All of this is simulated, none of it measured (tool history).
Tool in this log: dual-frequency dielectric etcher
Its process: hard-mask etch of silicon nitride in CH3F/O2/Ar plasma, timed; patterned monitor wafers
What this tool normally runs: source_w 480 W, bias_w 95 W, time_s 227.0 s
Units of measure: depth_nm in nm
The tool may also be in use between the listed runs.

| run | day | source_w | bias_w | time_s | read-back reference wafer on the same gauge, depth_nm | depth_nm |
|---|---|---|---|---|---|---|
| 1 | 0.000 | 480 | 95 | 227.0 | 166.2 | 179.2 |
| 2 | 3.979 | 480 | 95 | 227.0 | 166.0 | 180.2 |
| 3 | 7.100 | 480 | 95 | 227.0 | 166.2 | 179.1 |
|  | 8.275 | bias power generator calibrated |
| 4 | 9.129 | 480 | 95 | 227.0 | 166.0 | 178.1 |
|  | 12.508 | wet clean of the chamber |
| 5 | 13.492 | 480 | 95 | 227.0 | 166.0 | 178.6 |
| 6 | 15.200 | 480 | 95 | 227.0 | 166.2 | 178.0 |
|  | 16.988 | source power generator calibrated |
| 7 | 19.067 | 480 | 95 | 227.0 | 165.4 | 178.6 |
| 8 | 21.429 | 480 | 95 | 227.0 | 166.2 | 178.2 |
| 9 | 25.779 | 550 | 116 | 227.0 | 166.1 | 194.1 |
| 10 | 28.688 | 480 | 95 | 227.0 | 165.7 | 178.1 |
| 11 | 31.600 | 480 | 118 | 227.0 | 165.7 | 191.2 |
| 12 | 33.983 | 480 | 85 | 194.0 | 166.3 | 147.8 |
| 13 | 36.888 | 550 | 86 | 202.0 | 166.2 | 157.0 |
|  | 39.038 | wet clean of the chamber |
| 14 | 39.058 | 480 | 95 | 227.0 | 166.1 | 179.4 |
| 15 | 41.500 | 400 | 95 | 160.5 | 165.9 | 122.4 |
| 16 | 44.083 | 600 | 81 | 245.5 | 165.7 | 195.1 |
| 17 | 45.588 | 480 | 95 | 273.0 | 166.1 | 215.6 |
| 18 | 48.562 | 570 | 107 | 293.0 | 166.1 | 248.2 |
| 19 | 52.450 | 480 | 95 | 227.0 | 165.8 | 178.1 |
| 20 | 54.258 | 530 | 85 | 205.5 | 165.9 | 159.8 |
| 21 | 57.429 | 550 | 118 | 227.0 | 166.3 | 196.0 |
| 22 | 61.238 | 480 | 95 | 227.0 | 166.0 | 178.6 |
| 23 | 65.062 | 480 | 95 | 257.0 | 166.1 | 203.2 |
| 24 | 66.867 | 480 | 95 | 227.0 | 165.9 | 179.2 |
|  | 67.904 | wet clean of the chamber |
| 25 | 71.025 | 480 | 95 | 227.0 | 166.1 | 177.6 |
| 26 | 74.846 | 480 | 95 | 227.0 | 166.2 | 178.9 |
| 27 | 77.279 | 480 | 88 | 275.0 | 165.4 | 211.3 |
| 28 | 79.325 | 580 | 101 | 173.5 | 166.3 | 143.5 |
| 29 | 81.383 | 480 | 95 | 227.0 | 166.3 | 180.4 |
|  | 84.679 | gauge calibrated |
| 30 | 84.733 | 480 | 102 | 227.0 | 166.3 | 182.0 |
|  | 86.838 | bias power generator calibrated |
| 31 | 87.938 | 550 | 95 | 227.0 | 166.2 | 183.7 |

Run-by-run hidden state of the tool:
etch rate over this chamber's usual, %: 0 on each run
source power that arrives over what is set, %: 0 on each run
bias power that arrives over what is set, %: 0 on each run
gauge reads high (%): 0 on each run
